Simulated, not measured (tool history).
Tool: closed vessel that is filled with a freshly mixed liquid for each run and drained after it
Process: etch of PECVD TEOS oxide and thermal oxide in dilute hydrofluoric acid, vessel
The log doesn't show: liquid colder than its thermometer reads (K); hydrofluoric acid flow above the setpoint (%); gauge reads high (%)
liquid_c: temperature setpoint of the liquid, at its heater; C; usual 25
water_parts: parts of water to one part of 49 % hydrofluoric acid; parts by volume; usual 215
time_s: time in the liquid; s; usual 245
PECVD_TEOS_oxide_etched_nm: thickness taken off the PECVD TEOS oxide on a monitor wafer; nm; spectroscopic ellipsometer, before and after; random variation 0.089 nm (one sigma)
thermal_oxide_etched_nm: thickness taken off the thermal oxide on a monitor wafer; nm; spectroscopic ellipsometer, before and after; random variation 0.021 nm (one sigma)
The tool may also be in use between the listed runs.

run,hour,liquid_c,water_parts,time_s,wafers since the last listed run,hours since the thermometer was replaced,hours since the hydrofluoric acid flow meter was replaced,hours since the gauge calibration,"read-back film thickness of the PECVD TEOS oxide reference wafer, read on the same gauge (nm)","read-back film thickness of the thermal oxide reference wafer, read on the same gauge (nm)",PECVD_TEOS_oxide_etched_nm,thermal_oxide_etched_nm
1,0,24,215,245,0,2277.4,611.4,873.1,79.99,119.99,12.4,4.25
2,40,25,215,245,2575,2317.4,651.4,913.1,80,120.01,12.8,4.4
3,194.5,25,215,245,9947,2471.9,805.9,1067.6,80,120.02,12.88,4.44
4,219.3,25,215,245,1596,2496.7,830.7,1092.4,80.02,119.99,12.87,4.43
5,254.7,25,215,245,2279,2532.1,866.1,1127.8,79.98,119.99,12.89,4.43
6,285.4,25,215,245,1976,2562.8,896.8,1158.5,80,119.98,12.85,4.43
7,352.2,25,215,245,4300,2629.6,963.6,1225.3,80.02,120,12.84,4.43
# hour 393: gauge calibrated
8,408,25,215,310,3592,2685.4,1019.4,15,79.99,120.02,16.52,5.62
9,451.1,28,215,245,2774,2728.5,1062.5,58.1,80,120,14.17,4.88
# hour 454.9: thermometer replaced
10,502.4,28,215,245,3238,47.5,1113.8,109.4,80,120.02,14.31,4.93
11,563.3,25,215,280,3920,108.4,1174.7,170.3,80,120,14.76,5.01
12,605.4,25,215,245,2710,150.5,1216.8,212.4,80,120.01,12.9,4.41
13,652.3,21,280,140,3019,197.4,1263.7,259.3,80,120,4.57,1.57
# hour 704.7: hydrofluoric acid flow meter replaced
14,710.8,28,215,145,3701,255.9,6.1,317.8,79.99,119.98,8.56,2.9
15,759.8,25,170,360,3154,304.9,55.1,366.8,79.99,120,24.85,8.59
16,814.9,22,265,345,3547,360,110.2,421.9,80.03,120.02,12.63,4.3
17,838.9,21.5,215,245,1545,384,134.2,445.9,79.99,119.99,11.37,3.87
18,907.8,28,215,145,4435,452.9,203.1,514.8,80.02,120.02,8.53,2.93
19,976.4,25,215,245,4416,521.5,271.7,583.4,80,119.99,12.93,4.45
20,1005.5,25,215,245,1873,550.6,300.8,612.5,79.99,120,12.91,4.43
21,1068.7,27,305,245,4068,613.8,364,675.7,79.98,120.02,8.97,3.04
22,1137.8,27.5,325,135,4448,682.9,433.1,744.8,80.02,120.02,4.58,1.56

Forecast each of these 3 alternatives for the next run:
A,1138.5,25,140,245,45,683.6,433.8,745.5,?,?,?,?
B,1138.5,21.5,265,145,45,683.6,433.8,745.5,?,?,?,?
C,1138.5,25,115,245,45,683.6,433.8,745.5,?,?,?,?

run,"read-back film thickness of the PECVD TEOS oxide reference wafer, read on the same gauge (nm)","read-back film thickness of the thermal oxide reference wafer, read on the same gauge (nm)",PECVD_TEOS_oxide_etched_nm,thermal_oxide_etched_nm
A,80,120.02,21.77,7.41
B,80,120.02,5.23,1.78
C,80,120.02,27.31,9.3
Without the tool's hidden state the same runs would have given:
run,PECVD_TEOS_oxide_etched_nm,thermal_oxide_etched_nm
A,21.77,7.41
B,5.23,1.78
C,27.31,9.3
